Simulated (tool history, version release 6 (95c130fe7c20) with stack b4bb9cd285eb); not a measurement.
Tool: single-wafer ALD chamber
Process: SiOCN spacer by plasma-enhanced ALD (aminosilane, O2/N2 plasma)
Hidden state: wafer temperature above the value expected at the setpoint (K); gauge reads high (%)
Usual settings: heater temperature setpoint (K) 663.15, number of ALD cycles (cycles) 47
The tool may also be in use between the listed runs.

run    hour  heater temperature setpoint (K)  number of ALD cycles (cycles)  wafers since the last listed run  hours since the last thermocouple change  hours since the gauge calibration  read-back reference wafer on the same gauge, thickness_nm  mean film thickness on the monitor wafer (Å)
  1       0                           663.15                             47                                 0                                     193.1                              686.4                                                      2.646                                         28.45
  2    72.5                           663.15                             47                               369                                     265.6                              758.9                                                      2.645                                         28.52
  3   151.9                           663.15                             47                               404                                       345                              838.3                                                      2.649                                         28.48
  4   257.3                           663.15                             47                               536                                     450.4                              943.7                                                      2.649                                          28.5
  5   339.7                           663.15                             47                               419                                     532.8                             1026.1                                                      2.651                                         28.52
  6   386.6                           663.15                             47                               238                                     579.7                               1073                                                      2.654                                         28.51
  7     451                           663.15                             47                               327                                     644.1                             1137.4                                                      2.654                                         28.48
  8   509.4                           663.15                             47                               297                                     702.5                             1195.8                                                      2.656                                         28.43
  9   765.2                           656.15                             47                              1302                                     958.3                             1451.6                                                       2.66                                          28.7
 10   827.7                           656.15                             47                               318                                    1020.8                             1514.1                                                      2.665                                         28.61
 11   872.3                           663.15                             47                               227                                    1065.4                             1558.7                                                      2.663                                         28.66
 12   951.8                           663.15                             53                               404                                    1144.9                             1638.2                                                      2.669                                         32.34
 13  1053.8                           663.15                             47                               519                                    1246.9                             1740.2                                                       2.67                                         28.75
 14  1108.6                           663.15                             47                               279                                    1301.7                               1795                                                      2.672                                         28.72
 15  1209.9                           663.15                             47                               515                                      1403                             1896.3                                                       2.67                                         28.79
 16  1301.3                           663.15                             47                               465                                    1494.4                             1987.7                                                      2.674                                         28.81
 17  1488.9                           663.15                             47                               955                                      1682                             2175.3                                                      2.679                                         28.73
 18  1542.3                           663.15                             47                               271                                    1735.4                             2228.7                                                       2.68                                         28.74
 19  1597.7                           663.15                             47                               282                                    1790.8                             2284.1                                                      2.679                                         28.86
 20  1688.3                           672.15                             43                               461                                    1881.4                             2374.7                                                      2.685                                         26.44
 21    1775                           672.15                             43                               441                                    1968.1                             2461.4                                                      2.684                                         26.42
 22  1842.3                           659.15                             42                               342                                    2035.4                             2528.7                                                      2.689                                         25.86
 23  1888.4                           673.15                             44                               234                                    2081.5                             2574.8                                                       2.69                                         27.21
 24  1959.4                           656.15                             44                               361                                    2152.5                             2645.8                                                      2.689                                         27.11
     1999.9  -- thermocouple changed; heater temperature recalibrated
 25  2061.9                           675.15                             50                               481                                        62                             2748.3                                                      2.694                                         30.45
 26  2166.1                           648.15                             51                               530                                     166.2                             2852.5                                                      2.695                                         31.65
 27  2209.2                           663.15                             47                               219                                     209.3                             2895.6                                                      2.696                                         29.15
 28  2278.8                           663.15                             47                               354                                     278.9                             2965.2                                                      2.696                                         28.97
 29  2378.6                           649.15                             40                               508                                     378.7                               3065                                                        2.7                                          24.7
 30  2463.5                           663.15                             47                               432                                     463.6                             3149.9                                                      2.703                                         29.05
 31  2556.2                           650.15                             44                               471                                     556.3                             3242.6                                                      2.706                                         27.22
 32  2642.6                           663.15                             53                               439                                     642.7                               3329                                                      2.704                                         32.82
     2653.5  -- gauge calibrated
 33  2744.7                           663.15                             39                               519                                     744.8                               91.2                                                      2.615                                         23.25
 34  2795.4                           655.15                             53                               258                                     795.5                              141.9                                                      2.612                                         31.49
 35    2889                           677.15                             53                               476                                     889.1                              235.5                                                      2.618                                         31.41
 36    2932                           650.15                             40                               218                                     932.1                              278.5                                                      2.618                                         23.97
 37  2970.4                           663.15                             52                               195                                     970.5                              316.9                                                      2.618                                         31.32
 38  3204.4                           673.15                             43                              1191                                    1204.5                              550.9                                                      2.623                                          25.9
 39  3274.4                           674.15                             50                               356                                    1274.5                              620.9                                                      2.625                                         29.92
 40    3380                           663.15                             47                               537                                    1380.1                              726.5                                                      2.626                                         28.28
 41  3548.9                           649.15                             53                               859                                      1549                              895.4                                                      2.631                                         31.92
 42  3602.2                           651.15                             38                               271                                    1602.3                              948.7                                                      2.632                                         22.77
 43  3662.2                           653.15                             53                               305                                    1662.3                             1008.7                                                      2.637                                         31.88

5 ways to go on from here, each from the tool as it stands after run 43. What would each give?
  A  3662.7                           663.15                             47                                 2                                    1662.8                             1009.2                                                          ?                                             ?
  B  3662.7                           676.15                             41                                 2                                    1662.8                             1009.2                                                          ?                                             ?
  C  3662.7                           651.15                             42                                 2                                    1662.8                             1009.2                                                          ?                                             ?
  D  3662.7                           676.15                             38                                 2                                    1662.8                             1009.2                                                          ?                                             ?
  E  3662.7                           656.15                             41                                 2                                    1662.8                             1009.2                                                          ?                                             ?

run  read-back reference wafer on the same gauge, thickness_nm  mean film thickness on the monitor wafer (Å)
  A                                                      2.634                                         28.39
  B                                                      2.634                                          24.5
  C                                                      2.634                                         25.37
  D                                                      2.634                                         22.71
  E                                                      2.634                                         24.77
Without the tool's hidden state the same runs would have given:
run  mean film thickness on the monitor wafer (Å)
  A                                         28.24
  B                                         24.37
  C                                         25.24
  D                                         22.59
  E                                         24.64
